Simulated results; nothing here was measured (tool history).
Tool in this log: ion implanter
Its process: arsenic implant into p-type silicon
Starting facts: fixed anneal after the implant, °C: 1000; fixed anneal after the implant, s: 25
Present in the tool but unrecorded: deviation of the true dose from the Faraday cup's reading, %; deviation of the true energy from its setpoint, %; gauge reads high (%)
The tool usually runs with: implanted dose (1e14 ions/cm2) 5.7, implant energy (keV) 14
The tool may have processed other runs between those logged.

run	day	implanted dose (1e14 ions/cm2)	implant energy (keV)	wafers since the last listed run	hours since the last dose calibration	hours since the extraction supply was calibrated	hours since the gauge calibration	read-back reference wafer on the same gauge, sheet resistance	sheet resistance of the implanted and annealed layer (ohm/square)
1	0	6.16	11.5	0	270.1	3811.6	183.8	223.33	180.72
2	2.45	6.16	11.5	1322	328.9	3870.4	242.6	223.06	180.33
3	5.121	5.7	14	1442	393	3934.5	306.7	223.11	184.72
4	7.312	5.7	14	1183	445.6	3987.1	359.3	223.12	185.4
5	11.45	5.7	14	2234	544.9	4086.4	458.6	222.96	184.52
6	18.808	5.7	14	3973	721.5	4263	635.2	222.95	185.39
7	21.888	5.7	14	1662	795.4	4336.9	709.1	222.88	185.02
8	24.667	5.7	14	1500	862.1	4403.6	775.8	222.97	184.55
9	27.992	5.09	16.5	1795	941.9	4483.4	855.6	223.04	196.37
# day 28.838: extraction supply calibrated
10	32.179	5.09	16.5	2081	1042.4	80.2	956.1	223.21	194.56
11	38.333	5.7	15.5	3323	1190.1	227.9	1103.8	223.11	178.72
# day 39.608: gauge calibrated
12	41.225	6.16	11.5	1561	1259.5	297.3	38.8	222.94	178.11
# day 43.758: Faraday cup replaced and dose calibrated
13	44.7	5.7	14	1696	22.6	380.7	122.2	222.91	188.46
14	46.733	6.19	9.5	1097	71.4	429.5	171	223.05	186.01
15	54.6	4.92	11.5	4247	260.2	618.3	359.8	222.9	212.48
16	58.788	7.15	15.5	2261	360.7	718.8	460.3	222.87	157.96
17	63.233	5.15	11.5	2400	467.4	825.5	567	223.13	203.42
18	66.642	6.43	14	1840	549.2	907.3	648.8	222.97	170.68
19	70.417	5.7	10.5	2038	639.8	997.9	739.4	223.09	190.71
20	74.771	6.6	12	2351	744.3	1102.4	843.9	222.97	171.25
21	78.379	5.02	12	1948	830.9	1189	930.5	223.06	203.98
22	82.442	5.7	14	2193	928.4	1286.5	1028	223.28	184.2
23	86.067	5.7	14	1957	1015.4	1373.5	1115	223.18	184.11

Hidden condition of the tool, last listed run before each entry between runs versus first listed run after:
Runs 9 to 10: extraction supply calibrated (day 28.838)
  deviation of the true dose from the Faraday cup's reading, %: 3.75 -> 3.89
  measured value less the no-hidden-state value, sheet resistance of the implanted and annealed layer (ohm/square): -5.22 -> -5.35
Runs 11 to 12: gauge calibrated (day 39.608)
  deviation of the true dose from the Faraday cup's reading, %: 4.05 -> 4.1
  measured value less the no-hidden-state value, sheet resistance of the implanted and annealed layer (ohm/square): -4.93 -> -4.65
Runs 12 to 13: Faraday cup replaced and dose calibrated (day 43.758)
  deviation of the true dose from the Faraday cup's reading, %: 4.1 -> -0.188
  measured value less the no-hidden-state value, sheet resistance of the implanted and annealed layer (ohm/square): -4.65 -> +0.24
